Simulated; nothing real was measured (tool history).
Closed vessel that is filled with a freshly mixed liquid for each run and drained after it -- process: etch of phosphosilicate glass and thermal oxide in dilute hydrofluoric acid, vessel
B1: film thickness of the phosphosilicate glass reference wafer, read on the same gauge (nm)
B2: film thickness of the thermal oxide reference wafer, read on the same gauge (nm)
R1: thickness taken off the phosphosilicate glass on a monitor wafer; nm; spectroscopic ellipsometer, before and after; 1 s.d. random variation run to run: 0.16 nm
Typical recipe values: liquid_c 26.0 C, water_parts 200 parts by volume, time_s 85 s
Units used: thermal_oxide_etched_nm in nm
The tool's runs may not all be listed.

run 1 day=0.000 | liquid_c=26.0 water_parts=200 time_s=85 | B1=30.00 B2=39.975 | R1=34.62 thermal_oxide_etched_nm=1.933
run 2 day=2.979 | liquid_c=26.0 water_parts=200 time_s=85 | B1=29.99 B2=40.009 | R1=34.21 thermal_oxide_etched_nm=1.879
run 3 day=5.588 | liquid_c=26.0 water_parts=200 time_s=85 | B1=30.00 B2=40.011 | R1=34.29 thermal_oxide_etched_nm=1.888
run 4 day=6.700 | liquid_c=26.0 water_parts=200 time_s=85 | B1=29.99 B2=39.979 | R1=34.31 thermal_oxide_etched_nm=1.899
run 5 day=9.025 | liquid_c=26.0 water_parts=200 time_s=85 | B1=29.99 B2=40.009 | R1=34.15 thermal_oxide_etched_nm=1.890
run 6 day=11.550 | liquid_c=26.0 water_parts=200 time_s=50 | B1=30.00 B2=39.985 | R1=20.16 thermal_oxide_etched_nm=1.110
run 7 day=14.283 | liquid_c=26.0 water_parts=200 time_s=50 | B1=29.99 B2=40.046 | R1=19.98 thermal_oxide_etched_nm=1.115
run 8 day=16.875 | liquid_c=26.0 water_parts=160 time_s=85 | B1=30.00 B2=40.016 | R1=44.26 thermal_oxide_etched_nm=2.499
-- day=18.008 hydrofluoric acid flow meter replaced
run 9 day=19.075 | liquid_c=26.0 water_parts=230 time_s=85 | B1=29.98 B2=40.002 | R1=30.60 thermal_oxide_etched_nm=1.706
run 10 day=21.350 | liquid_c=26.0 water_parts=230 time_s=85 | B1=30.02 B2=39.995 | R1=30.67 thermal_oxide_etched_nm=1.688
run 11 day=23.725 | liquid_c=28.0 water_parts=120 time_s=115 | B1=29.99 B2=40.023 | R1=96.17 thermal_oxide_etched_nm=5.352
run 12 day=26.704 | liquid_c=28.5 water_parts=265 time_s=40 | B1=30.01 B2=39.976 | R1=12.98 thermal_oxide_etched_nm=0.722
run 13 day=29.079 | liquid_c=26.0 water_parts=160 time_s=85 | B1=29.99 B2=40.038 | R1=47.38 thermal_oxide_etched_nm=2.591
-- day=31.246 gauge calibrated
run 14 day=31.642 | liquid_c=30.0 water_parts=200 time_s=85 | B1=30.00 B2=40.022 | R1=41.42 thermal_oxide_etched_nm=2.233
run 15 day=33.800 | liquid_c=26.0 water_parts=270 time_s=70 | B1=30.00 B2=40.028 | R1=20.10 thermal_oxide_etched_nm=1.123
-- day=34.925 thermometer replaced
run 16 day=35.275 | liquid_c=26.0 water_parts=100 time_s=65 | B1=29.98 B2=39.981 | R1=61.75 thermal_oxide_etched_nm=3.430
run 17 day=36.800 | liquid_c=26.0 water_parts=200 time_s=35 | B1=30.01 B2=40.027 | R1=14.86 thermal_oxide_etched_nm=0.811
run 18 day=38.575 | liquid_c=26.0 water_parts=200 time_s=85 | B1=30.01 B2=39.959 | R1=35.73 thermal_oxide_etched_nm=1.988
run 19 day=39.712 | liquid_c=26.0 water_parts=200 time_s=85 | B1=30.00 B2=39.998 | R1=35.73 thermal_oxide_etched_nm=1.961
run 20 day=42.304 | liquid_c=26.0 water_parts=200 time_s=85 | B1=30.00 B2=40.000 | R1=35.47 thermal_oxide_etched_nm=1.962
run 21 day=44.654 | liquid_c=26.0 water_parts=200 time_s=85 | B1=29.98 B2=39.992 | R1=35.54 thermal_oxide_etched_nm=1.932
run 22 day=46.100 | liquid_c=21.0 water_parts=265 time_s=85 | B1=30.00 B2=39.993 | R1=20.71 thermal_oxide_etched_nm=1.153
run 23 day=47.204 | liquid_c=27.5 water_parts=285 time_s=120 | B1=29.99 B2=39.999 | R1=33.41 thermal_oxide_etched_nm=1.896
run 24 day=50.183 | liquid_c=26.0 water_parts=200 time_s=85 | B1=30.00 B2=40.003 | R1=35.03 thermal_oxide_etched_nm=1.932
run 25 day=51.596 | liquid_c=26.0 water_parts=125 time_s=65 | B1=29.99 B2=39.968 | R1=47.21 thermal_oxide_etched_nm=2.633
run 26 day=52.642 | liquid_c=22.5 water_parts=245 time_s=85 | B1=30.00 B2=40.017 | R1=24.11 thermal_oxide_etched_nm=1.354

What if the next run were any one of these 3? Each begins from the tool's condition after run 26:
run A day=52.671 | liquid_c=26.0 water_parts=200 time_s=85 | B1=? B2=? | R1=? thermal_oxide_etched_nm=?
run B day=52.671 | liquid_c=26.0 water_parts=245 time_s=85 | B1=? B2=? | R1=? thermal_oxide_etched_nm=?
run C day=52.671 | liquid_c=21.5 water_parts=200 time_s=40 | B1=? B2=? | R1=? thermal_oxide_etched_nm=?

run=A B1=30.01 B2=40.039 R1=35.08 thermal_oxide_etched_nm=1.957
run=B B1=30.01 B2=40.039 R1=27.23 thermal_oxide_etched_nm=1.519
run=C B1=30.01 B2=40.039 R1=13.98 thermal_oxide_etched_nm=0.780
The same runs, with their run-to-run variation unchanged, on a tool lacking any hidden condition would have given:
run=A R1=36.32 thermal_oxide_etched_nm=2.026
run=B R1=28.22 thermal_oxide_etched_nm=1.575
run=C R1=14.47 thermal_oxide_etched_nm=0.807

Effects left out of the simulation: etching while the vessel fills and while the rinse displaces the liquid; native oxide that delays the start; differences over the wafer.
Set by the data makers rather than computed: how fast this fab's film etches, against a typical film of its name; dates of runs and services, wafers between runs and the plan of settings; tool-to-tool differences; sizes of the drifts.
